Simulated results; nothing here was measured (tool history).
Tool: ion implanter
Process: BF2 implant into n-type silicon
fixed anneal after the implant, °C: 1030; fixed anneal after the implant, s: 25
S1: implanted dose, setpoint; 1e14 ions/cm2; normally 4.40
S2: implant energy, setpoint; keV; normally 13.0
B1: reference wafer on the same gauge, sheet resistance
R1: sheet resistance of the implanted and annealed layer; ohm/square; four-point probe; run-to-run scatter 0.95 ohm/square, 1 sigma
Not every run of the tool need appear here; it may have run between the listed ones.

run   hour    S1    S2      B1      R1
  1    0.0  4.40  13.0  283.13  263.55
  2   20.9  4.40  13.0  283.01  262.29
  3   51.8  4.40  13.0  283.33  261.27
  4   64.7  4.12  13.0  283.24  275.07
  5   92.3  4.12  13.0  283.21  276.73
  6  121.5  4.12  13.0  282.87  275.51
  7  154.0  4.40  13.0  282.80  263.31
  8  186.4  4.40  13.0  282.91  263.98
  9  207.1  4.40  15.0  283.03  256.35
 10  225.8  4.40  15.0  283.04  256.61
 11  256.8  4.40  13.0  283.03  263.55
 12  270.0  4.40  13.0  283.01  262.09
 13  298.4  4.40  13.0  283.12  262.32
 14  321.9  3.48  13.0  283.18  313.26
 15  338.6  4.40  13.0  282.90  261.81
 16  362.7  4.40  13.0  283.15  261.86
 17  393.1  5.11  11.0  282.76  242.85
 18  417.5  3.88  16.5  283.04  277.14
 19  438.0  4.40  10.0  283.18  275.78
     449.2  -- Faraday cup replaced and dose calibrated
 20  464.6  3.59   8.5  283.32  335.16
 21  496.7  4.40   9.5  282.65  285.78
 22  521.9  5.60  10.0  282.95  239.34
 23  545.7  5.25  16.5  282.67  223.32
 24  558.6  3.44  13.0  283.32  321.39
 25  575.2  4.40  15.0  283.17  261.90
     592.0  -- gauge calibrated
     594.5  -- extraction supply calibrated
 26  595.0  5.59  10.5  282.41  238.49
 27  623.2  4.40  13.0  282.75  268.42
 28  716.3  5.53  13.0  282.78  226.51
 29  730.3  4.40  13.0  283.33  267.30
 30  749.9  4.77  14.5  283.13  244.99
 31  776.7  4.40  13.0  283.03  267.41
 32  801.5  4.40  16.5  282.56  257.66
 33  828.5  3.96  14.0  283.41  283.68
 34  881.3  5.30  16.5  282.95  223.49
 35  914.6  4.40  13.0  283.28  266.64
 36  936.2  3.64   9.5  283.17  323.46
 37  957.4  5.12  17.5  283.14  225.45

4 ways to go on from here, each from the tool as it stands after run 37. What would each give?
  A  957.8  4.76  13.0   ?   ?
  B  957.8  3.10  10.5   ?   ?
  C  957.8  5.23  11.5   ?   ?
  D  957.8  5.20  16.5   ?   ?

run      B1      R1
  A  283.13  250.19
  B  283.13  357.85
  C  283.13  240.31
  D  283.13  224.14
Without the tool's hidden state the same runs would have given:
run      R1
  A  251.89
  B  360.45
  C  241.86
  D  225.71
